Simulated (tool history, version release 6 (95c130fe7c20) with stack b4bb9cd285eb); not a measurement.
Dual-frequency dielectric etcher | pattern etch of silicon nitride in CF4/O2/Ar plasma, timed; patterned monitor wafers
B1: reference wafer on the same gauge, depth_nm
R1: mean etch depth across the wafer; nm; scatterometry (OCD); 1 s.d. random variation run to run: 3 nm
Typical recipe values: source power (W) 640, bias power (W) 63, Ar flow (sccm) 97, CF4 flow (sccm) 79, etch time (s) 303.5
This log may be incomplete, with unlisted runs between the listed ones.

run 1 hour=0.0 | source_power_(W)=640 bias_power_(W)=63 Ar_flow_(sccm)=97 CF4_flow_(sccm)=79 etch_time_(s)=303.5 | B1=599.4 | R1=661.9
-- hour=17.1 Ar flow controller replaced
run 2 hour=24.5 | source_power_(W)=550 bias_power_(W)=63 Ar_flow_(sccm)=79 CF4_flow_(sccm)=79 etch_time_(s)=303.5 | B1=598.9 | R1=498.2
run 3 hour=39.1 | source_power_(W)=590 bias_power_(W)=63 Ar_flow_(sccm)=97 CF4_flow_(sccm)=91 etch_time_(s)=330.0 | B1=599.0 | R1=625.2
run 4 hour=73.2 | source_power_(W)=590 bias_power_(W)=73 Ar_flow_(sccm)=97 CF4_flow_(sccm)=79 etch_time_(s)=303.5 | B1=599.6 | R1=596.1
-- hour=73.7 gauge calibrated
run 5 hour=88.9 | source_power_(W)=640 bias_power_(W)=63 Ar_flow_(sccm)=97 CF4_flow_(sccm)=79 etch_time_(s)=303.5 | B1=599.1 | R1=660.1
-- hour=114.9 wet clean of the chamber
run 6 hour=115.4 | source_power_(W)=700 bias_power_(W)=58 Ar_flow_(sccm)=97 CF4_flow_(sccm)=79 etch_time_(s)=216.0 | B1=598.7 | R1=549.9
run 7 hour=141.2 | source_power_(W)=550 bias_power_(W)=55 Ar_flow_(sccm)=120 CF4_flow_(sccm)=95 etch_time_(s)=303.5 | B1=599.0 | R1=470.4
run 8 hour=176.2 | source_power_(W)=640 bias_power_(W)=71 Ar_flow_(sccm)=97 CF4_flow_(sccm)=79 etch_time_(s)=303.5 | B1=599.7 | R1=709.1
run 9 hour=204.7 | source_power_(W)=800 bias_power_(W)=63 Ar_flow_(sccm)=97 CF4_flow_(sccm)=90 etch_time_(s)=303.5 | B1=599.0 | R1=990.9
run 10 hour=219.5 | source_power_(W)=640 bias_power_(W)=63 Ar_flow_(sccm)=97 CF4_flow_(sccm)=79 etch_time_(s)=303.5 | B1=598.9 | R1=677.4
-- hour=230.5 bias power generator calibrated
run 11 hour=252.6 | source_power_(W)=500 bias_power_(W)=63 Ar_flow_(sccm)=97 CF4_flow_(sccm)=79 etch_time_(s)=236.5 | B1=598.5 | R1=307.8
-- hour=280.3 source power generator calibrated
run 12 hour=332.7 | source_power_(W)=540 bias_power_(W)=63 Ar_flow_(sccm)=97 CF4_flow_(sccm)=79 etch_time_(s)=303.5 | B1=598.4 | R1=479.7
run 13 hour=353.0 | source_power_(W)=560 bias_power_(W)=59 Ar_flow_(sccm)=97 CF4_flow_(sccm)=72 etch_time_(s)=215.0 | B1=598.4 | R1=351.2
run 14 hour=377.8 | source_power_(W)=640 bias_power_(W)=49 Ar_flow_(sccm)=97 CF4_flow_(sccm)=79 etch_time_(s)=303.5 | B1=598.9 | R1=616.4
run 15 hour=393.8 | source_power_(W)=640 bias_power_(W)=63 Ar_flow_(sccm)=97 CF4_flow_(sccm)=79 etch_time_(s)=303.5 | B1=598.4 | R1=668.4
run 16 hour=418.9 | source_power_(W)=640 bias_power_(W)=63 Ar_flow_(sccm)=97 CF4_flow_(sccm)=79 etch_time_(s)=303.5 | B1=598.8 | R1=672.9
run 17 hour=432.7 | source_power_(W)=640 bias_power_(W)=63 Ar_flow_(sccm)=97 CF4_flow_(sccm)=92 etch_time_(s)=303.5 | B1=600.0 | R1=670.1
run 18 hour=451.9 | source_power_(W)=640 bias_power_(W)=74 Ar_flow_(sccm)=111 CF4_flow_(sccm)=86 etch_time_(s)=303.5 | B1=599.0 | R1=705.1
run 19 hour=473.0 | source_power_(W)=640 bias_power_(W)=63 Ar_flow_(sccm)=97 CF4_flow_(sccm)=69 etch_time_(s)=303.5 | B1=598.9 | R1=655.6
run 20 hour=503.7 | source_power_(W)=640 bias_power_(W)=63 Ar_flow_(sccm)=97 CF4_flow_(sccm)=79 etch_time_(s)=265.5 | B1=598.5 | R1=579.7
run 21 hour=533.0 | source_power_(W)=640 bias_power_(W)=76 Ar_flow_(sccm)=103 CF4_flow_(sccm)=97 etch_time_(s)=248.0 | B1=598.4 | R1=587.5

Below are 4 alternative next runs, each starting from the tool's condition after run 21. Predict each:
run A hour=533.5 | source_power_(W)=640 bias_power_(W)=63 Ar_flow_(sccm)=97 CF4_flow_(sccm)=79 etch_time_(s)=303.5 | B1=? | R1=?
run B hour=533.5 | source_power_(W)=640 bias_power_(W)=48 Ar_flow_(sccm)=97 CF4_flow_(sccm)=68 etch_time_(s)=360.5 | B1=? | R1=?
run C hour=533.5 | source_power_(W)=640 bias_power_(W)=56 Ar_flow_(sccm)=75 CF4_flow_(sccm)=79 etch_time_(s)=303.5 | B1=? | R1=?
run D hour=533.5 | source_power_(W)=590 bias_power_(W)=69 Ar_flow_(sccm)=97 CF4_flow_(sccm)=86 etch_time_(s)=391.0 | B1=? | R1=?

run=A B1=598.8 R1=664.5
run=B B1=598.8 R1=705.1
run=C B1=598.8 R1=654.4
run=D B1=598.8 R1=764.3
Take away the tool's hidden state, keep each run's random variation, and the runs would have read:
run=A R1=682.4
run=B R1=724.1
run=C R1=672.0
run=D R1=784.9

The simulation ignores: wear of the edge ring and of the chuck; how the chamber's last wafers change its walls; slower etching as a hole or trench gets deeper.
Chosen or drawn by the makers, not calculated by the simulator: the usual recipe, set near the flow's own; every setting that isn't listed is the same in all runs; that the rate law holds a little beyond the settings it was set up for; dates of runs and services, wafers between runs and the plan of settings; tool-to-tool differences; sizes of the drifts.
